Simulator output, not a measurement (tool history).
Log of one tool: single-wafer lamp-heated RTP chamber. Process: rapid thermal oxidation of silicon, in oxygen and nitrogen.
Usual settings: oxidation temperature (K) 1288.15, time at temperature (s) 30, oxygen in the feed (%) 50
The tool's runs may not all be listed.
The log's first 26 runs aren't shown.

| run | hour | oxidation temperature (K) | time at temperature (s) | oxygen in the feed (%) | wafers since the last listed run | wafers since the last pyrometer calibration | hours since the oxygen flow controller was replaced | hours since the gauge calibration | read-back reference wafer on the same gauge, thickness | oxide thickness on the monitor wafer (Å) |
|---|---|---|---|---|---|---|---|---|---|---|
| 27 | 2551.5 | 1288.15 | 40 | 59 | 950 | 2360 | 754.7 | 402.4 | 4.293 | 47.91 |
| 28 | 2649.2 | 1262.15 | 30 | 50 | 1532 | 3893 | 852.4 | 500.1 | 4.294 | 34.74 |
| 29 | 2751.3 | 1260.15 | 38 | 33 | 1601 | 5495 | 954.5 | 602.2 | 4.288 | 33.46 |
| 30 | 2832.5 | 1278.15 | 20 | 38 | 1273 | 6769 | 1035.7 | 683.4 | 4.293 | 30.73 |
| 31 | 2890.5 | 1288.15 | 30 | 75 | 909 | 7679 | 1093.7 | 741.4 | 4.29 | 46.28 |
| 32 | 2933.5 | 1288.15 | 30 | 50 | 674 | 8353 | 1136.7 | 784.4 | 4.291 | 40.52 |
| 33 | 2984.1 | 1288.15 | 30 | 50 | 793 | 9147 | 1187.3 | 835 | 4.291 | 40.57 |
| 34 | 3050.7 | 1301.15 | 40 | 72 | 1044 | 10192 | 1253.9 | 901.6 | 4.293 | 56.61 |
|  | 3143.7 | pyrometer window cleaned and pyrometer calibrated |
| 35 | 3144.2 | 1288.15 | 43 | 32 | 1341 | 7 | 1347.4 | 995.1 | 4.288 | 40.62 |
| 36 | 3243.8 | 1311.15 | 35 | 50 | 1562 | 1570 | 1447 | 1094.7 | 4.292 | 50.09 |

Run 37 comes next. What will it give?
| 37 | 3291.7 | 1288.15 | 30 | 50 | 751 | 2321 | 1494.9 | 1142.6 | ? | ? |

read-back reference wafer on the same gauge, thickness: 4.283
oxide thickness on the monitor wafer (Å): 40.44
Without the tool's hidden state the same run would have given oxide thickness on the monitor wafer (Å) 40.44.
